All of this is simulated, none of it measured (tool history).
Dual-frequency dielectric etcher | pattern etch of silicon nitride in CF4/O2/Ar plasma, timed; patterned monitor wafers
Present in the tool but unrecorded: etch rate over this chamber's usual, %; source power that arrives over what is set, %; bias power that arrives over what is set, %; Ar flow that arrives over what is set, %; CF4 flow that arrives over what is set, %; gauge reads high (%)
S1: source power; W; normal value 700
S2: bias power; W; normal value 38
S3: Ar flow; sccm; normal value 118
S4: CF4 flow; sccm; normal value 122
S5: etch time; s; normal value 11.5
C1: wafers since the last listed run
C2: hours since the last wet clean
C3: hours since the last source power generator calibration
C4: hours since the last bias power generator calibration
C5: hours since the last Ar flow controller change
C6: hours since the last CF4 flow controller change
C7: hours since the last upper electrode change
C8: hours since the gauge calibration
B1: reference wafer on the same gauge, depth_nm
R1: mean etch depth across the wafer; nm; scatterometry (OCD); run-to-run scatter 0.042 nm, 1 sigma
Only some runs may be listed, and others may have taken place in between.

{"run": 1, "day": 0.0, "S1": 700, "S2": 38, "S3": 118, "S4": 122, "S5": 11.5, "C1": 0, "C2": 314.5, "C3": 5044.1, "C4": 2936.5, "C5": 3596.5, "C6": 3969, "C7": 4739, "C8": 365.4, "B1": 26.79, "R1": 27.8}
{"run": 2, "day": 0.646, "S1": 700, "S2": 38, "S3": 118, "S4": 113, "S5": 11.5, "C1": 340, "C2": 330, "C3": 5059.6, "C4": 2952, "C5": 3612, "C6": 3984.5, "C7": 4754.5, "C8": 380.9, "B1": 26.8, "R1": 27.52}
{"day": 2.096, "done": "bias power generator calibrated"}
{"day": 2.238, "done": "CF4 flow controller replaced"}
{"run": 3, "day": 2.258, "S1": 700, "S2": 35, "S3": 118, "S4": 122, "S5": 11.5, "C1": 687, "C2": 368.7, "C3": 5098.3, "C4": 3.9, "C5": 3650.7, "C6": 0.5, "C7": 4793.2, "C8": 419.6, "B1": 26.8, "R1": 26.85}
{"run": 4, "day": 2.708, "S1": 700, "S2": 38, "S3": 118, "S4": 122, "S5": 11.5, "C1": 237, "C2": 379.5, "C3": 5109.1, "C4": 14.7, "C5": 3661.5, "C6": 11.3, "C7": 4804, "C8": 430.4, "B1": 26.81, "R1": 27.81}
{"day": 2.933, "done": "gauge calibrated"}
{"run": 5, "day": 3.042, "S1": 700, "S2": 38, "S3": 118, "S4": 122, "S5": 11.5, "C1": 175, "C2": 387.5, "C3": 5117.1, "C4": 22.7, "C5": 3669.5, "C6": 19.3, "C7": 4812, "C8": 2.6, "B1": 26.82, "R1": 27.82}
{"day": 3.767, "done": "Ar flow controller replaced"}
{"day": 4.325, "done": "wet clean of the chamber"}
{"run": 6, "day": 4.558, "S1": 700, "S2": 38, "S3": 118, "S4": 122, "S5": 11.5, "C1": 374, "C2": 5.6, "C3": 5153.5, "C4": 59.1, "C5": 19, "C6": 55.7, "C7": 4848.4, "C8": 39, "B1": 26.79, "R1": 28.17}
{"run": 7, "day": 4.996, "S1": 700, "S2": 41, "S3": 118, "S4": 122, "S5": 11.5, "C1": 230, "C2": 16.1, "C3": 5164, "C4": 69.6, "C5": 29.5, "C6": 66.2, "C7": 4858.9, "C8": 49.5, "B1": 26.8, "R1": 29.06}
{"run": 8, "day": 5.379, "S1": 700, "S2": 44, "S3": 118, "S4": 114, "S5": 11.5, "C1": 202, "C2": 25.3, "C3": 5173.2, "C4": 78.8, "C5": 38.7, "C6": 75.4, "C7": 4868.1, "C8": 58.7, "B1": 26.81, "R1": 29.66}
{"day": 5.562, "done": "source power generator calibrated"}
{"day": 7.767, "done": "upper electrode replaced"}
{"run": 9, "day": 7.788, "S1": 550, "S2": 38, "S3": 118, "S4": 122, "S5": 9.5, "C1": 655, "C2": 83.1, "C3": 53.4, "C4": 136.6, "C5": 96.5, "C6": 133.2, "C7": 0.5, "C8": 116.5, "B1": 26.8, "R1": 19.55}
{"run": 10, "day": 7.804, "S1": 700, "S2": 42, "S3": 96, "S4": 122, "S5": 9.5, "C1": 8, "C2": 83.5, "C3": 53.8, "C4": 137, "C5": 96.9, "C6": 133.6, "C7": 0.9, "C8": 116.9, "B1": 26.8, "R1": 24.9}
{"run": 11, "day": 8.483, "S1": 700, "S2": 38, "S3": 118, "S4": 122, "S5": 11.5, "C1": 358, "C2": 99.8, "C3": 70.1, "C4": 153.3, "C5": 113.2, "C6": 149.9, "C7": 17.2, "C8": 133.2, "B1": 26.81, "R1": 28.16}
{"run": 12, "day": 8.771, "S1": 700, "S2": 38, "S3": 118, "S4": 122, "S5": 11.5, "C1": 151, "C2": 106.7, "C3": 77, "C4": 160.2, "C5": 120.1, "C6": 156.8, "C7": 24.1, "C8": 140.1, "B1": 26.79, "R1": 28.12}
{"run": 13, "day": 9.342, "S1": 700, "S2": 38, "S3": 118, "S4": 122, "S5": 11.5, "C1": 301, "C2": 120.4, "C3": 90.7, "C4": 173.9, "C5": 133.8, "C6": 170.5, "C7": 37.8, "C8": 153.8, "B1": 26.8, "R1": 28}
{"run": 14, "day": 10.088, "S1": 840, "S2": 38, "S3": 118, "S4": 122, "S5": 11.5, "C1": 393, "C2": 138.3, "C3": 108.6, "C4": 191.8, "C5": 151.7, "C6": 188.4, "C7": 55.7, "C8": 171.7, "B1": 26.8, "R1": 32.19}
{"run": 15, "day": 10.7, "S1": 570, "S2": 31, "S3": 118, "S4": 101, "S5": 8, "C1": 323, "C2": 153, "C3": 123.3, "C4": 206.5, "C5": 166.4, "C6": 203.1, "C7": 70.4, "C8": 186.4, "B1": 26.79, "R1": 14.99}
{"run": 16, "day": 11.329, "S1": 700, "S2": 38, "S3": 118, "S4": 107, "S5": 11.5, "C1": 332, "C2": 168.1, "C3": 138.4, "C4": 221.6, "C5": 181.5, "C6": 218.2, "C7": 85.5, "C8": 201.5, "B1": 26.79, "R1": 27.54}
{"run": 17, "day": 11.833, "S1": 700, "S2": 42, "S3": 118, "S4": 122, "S5": 11.5, "C1": 266, "C2": 180.2, "C3": 150.5, "C4": 233.7, "C5": 193.6, "C6": 230.3, "C7": 97.6, "C8": 213.6, "B1": 26.81, "R1": 29.24}
{"run": 18, "day": 12.225, "S1": 700, "S2": 38, "S3": 118, "S4": 108, "S5": 9, "C1": 206, "C2": 189.6, "C3": 159.9, "C4": 243.1, "C5": 203, "C6": 239.7, "C7": 107, "C8": 223, "B1": 26.81, "R1": 21.53}
{"run": 19, "day": 12.746, "S1": 700, "S2": 38, "S3": 118, "S4": 122, "S5": 11.5, "C1": 274, "C2": 202.1, "C3": 172.4, "C4": 255.6, "C5": 215.5, "C6": 252.2, "C7": 119.5, "C8": 235.5, "B1": 26.81, "R1": 27.99}
{"run": 20, "day": 13.192, "S1": 700, "S2": 38, "S3": 118, "S4": 122, "S5": 11.5, "C1": 235, "C2": 212.8, "C3": 183.1, "C4": 266.3, "C5": 226.2, "C6": 262.9, "C7": 130.2, "C8": 246.2, "B1": 26.8, "R1": 28.03}
{"run": 21, "day": 13.683, "S1": 700, "S2": 47, "S3": 118, "S4": 149, "S5": 14, "C1": 259, "C2": 224.6, "C3": 194.9, "C4": 278.1, "C5": 238, "C6": 274.7, "C7": 142, "C8": 258, "B1": 26.81, "R1": 38.22}
{"run": 22, "day": 14.0, "S1": 700, "S2": 46, "S3": 118, "S4": 122, "S5": 11.5, "C1": 167, "C2": 232.2, "C3": 202.5, "C4": 285.7, "C5": 245.6, "C6": 282.3, "C7": 149.6, "C8": 265.6, "B1": 26.8, "R1": 30.33}

Run-by-run hidden state of the tool:
source power that arrives over what is set, %: 0 across all the runs
bias power that arrives over what is set, %: 0 across all the runs
Ar flow that arrives over what is set, %: 0 across all the runs
CF4 flow that arrives over what is set, %: 0 across all the runs
gauge reads high (%): 0 across all the runs
H1: etch rate over this chamber's usual, %
run=1 H1=-1.02
run=2 H1=-1.08
run=3 H1=-1.21
run=4 H1=-1.25
run=5 H1=-1.28
run=6 H1=0.259
run=7 H1=0.222
run=8 H1=0.189
run=9 H1=-0.0158
run=10 H1=-0.0172
run=11 H1=-0.075
run=12 H1=-0.0994
run=13 H1=-0.148
run=14 H1=-0.211
run=15 H1=-0.263
run=16 H1=-0.317
run=17 H1=-0.36
run=18 H1=-0.393
run=19 H1=-0.437
run=20 H1=-0.475
run=21 H1=-0.517
run=22 H1=-0.544

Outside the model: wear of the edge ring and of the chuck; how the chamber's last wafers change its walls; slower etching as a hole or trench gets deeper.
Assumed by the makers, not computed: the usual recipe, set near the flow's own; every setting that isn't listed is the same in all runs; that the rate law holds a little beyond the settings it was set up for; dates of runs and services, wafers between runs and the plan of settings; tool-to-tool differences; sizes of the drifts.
